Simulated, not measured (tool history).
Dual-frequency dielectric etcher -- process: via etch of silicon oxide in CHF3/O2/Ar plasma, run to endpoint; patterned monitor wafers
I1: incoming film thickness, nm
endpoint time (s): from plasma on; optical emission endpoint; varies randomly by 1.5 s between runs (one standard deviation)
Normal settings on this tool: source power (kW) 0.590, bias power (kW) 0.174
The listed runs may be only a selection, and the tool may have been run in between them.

run 1 hour=0.0 | source_power_(kW)=0.590 bias_power_(kW)=0.174 | I1=800.8 | endpoint_time_(s)=375.0
run 2 hour=33.4 | source_power_(kW)=0.590 bias_power_(kW)=0.174 | I1=809.0 | endpoint_time_(s)=378.0
run 3 hour=63.7 | source_power_(kW)=0.590 bias_power_(kW)=0.174 | I1=799.7 | endpoint_time_(s)=374.8
run 4 hour=94.5 | source_power_(kW)=0.590 bias_power_(kW)=0.174 | I1=798.8 | endpoint_time_(s)=371.1
run 5 hour=110.9 | source_power_(kW)=0.590 bias_power_(kW)=0.174 | I1=803.7 | endpoint_time_(s)=373.0
run 6 hour=146.1 | source_power_(kW)=0.590 bias_power_(kW)=0.174 | I1=804.2 | endpoint_time_(s)=374.7
run 7 hour=163.6 | source_power_(kW)=0.590 bias_power_(kW)=0.174 | I1=804.0 | endpoint_time_(s)=372.0
run 8 hour=185.4 | source_power_(kW)=0.590 bias_power_(kW)=0.174 | I1=798.5 | endpoint_time_(s)=369.4
run 9 hour=215.8 | source_power_(kW)=0.590 bias_power_(kW)=0.174 | I1=802.7 | endpoint_time_(s)=370.8
run 10 hour=232.5 | source_power_(kW)=0.590 bias_power_(kW)=0.174 | I1=811.3 | endpoint_time_(s)=375.8
run 11 hour=260.1 | source_power_(kW)=0.590 bias_power_(kW)=0.174 | I1=809.2 | endpoint_time_(s)=375.7
run 12 hour=290.6 | source_power_(kW)=0.670 bias_power_(kW)=0.149 | I1=804.9 | endpoint_time_(s)=364.0
run 13 hour=307.3 | source_power_(kW)=0.720 bias_power_(kW)=0.139 | I1=796.5 | endpoint_time_(s)=355.6
run 14 hour=325.9 | source_power_(kW)=0.630 bias_power_(kW)=0.141 | I1=800.9 | endpoint_time_(s)=379.0
run 15 hour=346.2 | source_power_(kW)=0.510 bias_power_(kW)=0.194 | I1=797.8 | endpoint_time_(s)=382.0
run 16 hour=425.9 | source_power_(kW)=0.590 bias_power_(kW)=0.174 | I1=803.5 | endpoint_time_(s)=381.8
run 17 hour=430.0 | source_power_(kW)=0.590 bias_power_(kW)=0.157 | I1=798.6 | endpoint_time_(s)=393.3
run 18 hour=461.5 | source_power_(kW)=0.590 bias_power_(kW)=0.210 | I1=809.9 | endpoint_time_(s)=362.9
run 19 hour=491.0 | source_power_(kW)=0.590 bias_power_(kW)=0.174 | I1=802.0 | endpoint_time_(s)=383.3
run 20 hour=525.5 | source_power_(kW)=0.590 bias_power_(kW)=0.210 | I1=811.3 | endpoint_time_(s)=361.6
run 21 hour=541.4 | source_power_(kW)=0.460 bias_power_(kW)=0.214 | I1=803.9 | endpoint_time_(s)=414.4
run 22 hour=556.5 | source_power_(kW)=0.510 bias_power_(kW)=0.135 | I1=800.2 | endpoint_time_(s)=451.4
run 23 hour=589.0 | source_power_(kW)=0.710 bias_power_(kW)=0.210 | I1=798.6 | endpoint_time_(s)=319.6
run 24 hour=602.2 | source_power_(kW)=0.590 bias_power_(kW)=0.174 | I1=804.9 | endpoint_time_(s)=380.2
run 25 hour=631.0 | source_power_(kW)=0.530 bias_power_(kW)=0.208 | I1=804.2 | endpoint_time_(s)=380.2
run 26 hour=653.5 | source_power_(kW)=0.490 bias_power_(kW)=0.215 | I1=803.3 | endpoint_time_(s)=392.2
run 27 hour=674.4 | source_power_(kW)=0.550 bias_power_(kW)=0.189 | I1=802.1 | endpoint_time_(s)=381.4
run 28 hour=687.0 | source_power_(kW)=0.550 bias_power_(kW)=0.189 | I1=802.1 | endpoint_time_(s)=381.2
run 29 hour=707.0 | source_power_(kW)=0.590 bias_power_(kW)=0.131 | I1=800.6 | endpoint_time_(s)=417.1
run 30 hour=720.4 | source_power_(kW)=0.660 bias_power_(kW)=0.158 | I1=814.0 | endpoint_time_(s)=370.8
run 31 hour=751.8 | source_power_(kW)=0.630 bias_power_(kW)=0.193 | I1=792.8 | endpoint_time_(s)=345.1
run 32 hour=782.6 | source_power_(kW)=0.500 bias_power_(kW)=0.215 | I1=796.0 | endpoint_time_(s)=376.7
run 33 hour=796.7 | source_power_(kW)=0.450 bias_power_(kW)=0.132 | I1=808.4 | endpoint_time_(s)=486.9
run 34 hour=824.6 | source_power_(kW)=0.520 bias_power_(kW)=0.146 | I1=805.4 | endpoint_time_(s)=429.9
run 35 hour=844.7 | source_power_(kW)=0.550 bias_power_(kW)=0.153 | I1=808.2 | endpoint_time_(s)=411.6

Between the runs listed above, the log contained 4 entries, not reproduced here. Where in the sequence does each belong, and how does what the log doesn't record of the tool's condition differ from the listed run before to the listed run after?
From run 2 to run 3: source power generator calibrated (hour 59.6)
  etch rate over this chamber's usual, %: 2.13 -> 2.31
  difference, measured minus the result without the unlogged condition, endpoint time (s): -8.1 -> -8.7
From run 8 to run 9: upper electrode replaced (hour 215.3)
  etch rate over this chamber's usual, %: 3.07 -> 3.26
  difference, measured minus the result without the unlogged condition, endpoint time (s): -11.3 -> -12.1
From run 15 to run 16: bias power generator calibrated (hour 376.7); wet clean of the chamber (hour 425.4)
  etch rate over this chamber's usual, %: 4.07 -> -0.0737
  difference, measured minus the result without the unlogged condition, endpoint time (s): -15.5 -> +0.3
